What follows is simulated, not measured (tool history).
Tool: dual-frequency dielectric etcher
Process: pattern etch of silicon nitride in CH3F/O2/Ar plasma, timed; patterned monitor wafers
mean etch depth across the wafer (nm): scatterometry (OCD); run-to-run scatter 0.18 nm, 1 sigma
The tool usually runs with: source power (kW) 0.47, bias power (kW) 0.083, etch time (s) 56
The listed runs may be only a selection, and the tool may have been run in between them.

| run | hour | source power (kW) | bias power (kW) | etch time (s) | read-back reference wafer on the same gauge, depth_nm | mean etch depth across the wafer (nm) |
|---|---|---|---|---|---|---|
| 1 | 0 | 0.47 | 0.083 | 56 | 42.03 | 35.34 |
| 2 | 96.9 | 0.47 | 0.083 | 56 | 41.94 | 35.26 |
| 3 | 124.4 | 0.4 | 0.083 | 56 | 41.93 | 34.21 |
| 4 | 146.6 | 0.4 | 0.083 | 56 | 42.03 | 34.41 |
| 5 | 165.5 | 0.43 | 0.071 | 56 | 41.97 | 32.94 |
| 6 | 185.9 | 0.43 | 0.071 | 56 | 42.03 | 33.5 |
| 7 | 205.8 | 0.47 | 0.083 | 56 | 42.08 | 35.36 |
|  | 242.5 | wet clean of the chamber |
|  | 248.3 | upper electrode replaced |
| 8 | 248.8 | 0.47 | 0.097 | 56 | 41.97 | 37 |
| 9 | 260.1 | 0.47 | 0.097 | 56 | 41.92 | 37.01 |
| 10 | 272.3 | 0.47 | 0.083 | 56 | 41.99 | 35.15 |
| 11 | 285.9 | 0.47 | 0.083 | 56 | 41.99 | 35.49 |
| 12 | 319.9 | 0.47 | 0.083 | 56 | 41.96 | 35.57 |
| 13 | 345.1 | 0.47 | 0.083 | 56 | 42 | 35.7 |
|  | 370.7 | bias power generator calibrated |
| 14 | 371.2 | 0.47 | 0.083 | 48 | 41.99 | 30.27 |
| 15 | 403 | 0.51 | 0.089 | 48 | 41.97 | 31.79 |
| 16 | 432.5 | 0.43 | 0.071 | 56 | 42.02 | 33.27 |
|  | 454.6 | source power generator calibrated |
| 17 | 455.1 | 0.47 | 0.083 | 56 | 42 | 35.23 |
| 18 | 479.7 | 0.37 | 0.062 | 40.5 | 42 | 22.47 |
| 19 | 510.7 | 0.47 | 0.073 | 56 | 42.02 | 34.42 |
| 20 | 533.7 | 0.43 | 0.071 | 56 | 42.04 | 33.46 |
|  | 537.5 | gauge calibrated |
| 21 | 549.8 | 0.47 | 0.097 | 56 | 42 | 36.98 |
| 22 | 568.6 | 0.35 | 0.083 | 56 | 41.96 | 33.32 |
| 23 | 599.6 | 0.37 | 0.092 | 69.5 | 41.98 | 43.09 |
| 24 | 630.3 | 0.42 | 0.075 | 67 | 42 | 40.57 |
| 25 | 656.3 | 0.47 | 0.083 | 56 | 42 | 35.46 |
| 26 | 680.4 | 0.53 | 0.103 | 45.5 | 42.04 | 31.72 |
| 27 | 700.8 | 0.57 | 0.063 | 41.5 | 42.08 | 25.71 |
| 28 | 733.2 | 0.37 | 0.083 | 56 | 41.98 | 33.72 |
| 29 | 760 | 0.37 | 0.073 | 56 | 41.97 | 32.2 |

Each row is a separate what-if for the run after 29, all from the same tool condition, not one after another. Results?
| A | 760.4 | 0.47 | 0.083 | 56 | ? | ? |
| B | 760.4 | 0.47 | 0.083 | 61.5 | ? | ? |
| C | 760.4 | 0.39 | 0.083 | 56 | ? | ? |
| D | 760.4 | 0.38 | 0.098 | 42 | ? | ? |
| E | 760.4 | 0.47 | 0.093 | 67 | ? | ? |

| run | read-back reference wafer on the same gauge, depth_nm | mean etch depth across the wafer (nm) |
|---|---|---|
| A | 42.06 | 35.7 |
| B | 42.06 | 39.21 |
| C | 42.06 | 34.14 |
| D | 42.06 | 26.75 |
| E | 42.06 | 44.17 |
Stripped of hidden state, with their random variation kept, the same runs would have yielded:
| run | mean etch depth across the wafer (nm) |
|---|---|
| A | 35.7 |
| B | 39.21 |
| C | 34.14 |
| D | 26.75 |
| E | 44.17 |

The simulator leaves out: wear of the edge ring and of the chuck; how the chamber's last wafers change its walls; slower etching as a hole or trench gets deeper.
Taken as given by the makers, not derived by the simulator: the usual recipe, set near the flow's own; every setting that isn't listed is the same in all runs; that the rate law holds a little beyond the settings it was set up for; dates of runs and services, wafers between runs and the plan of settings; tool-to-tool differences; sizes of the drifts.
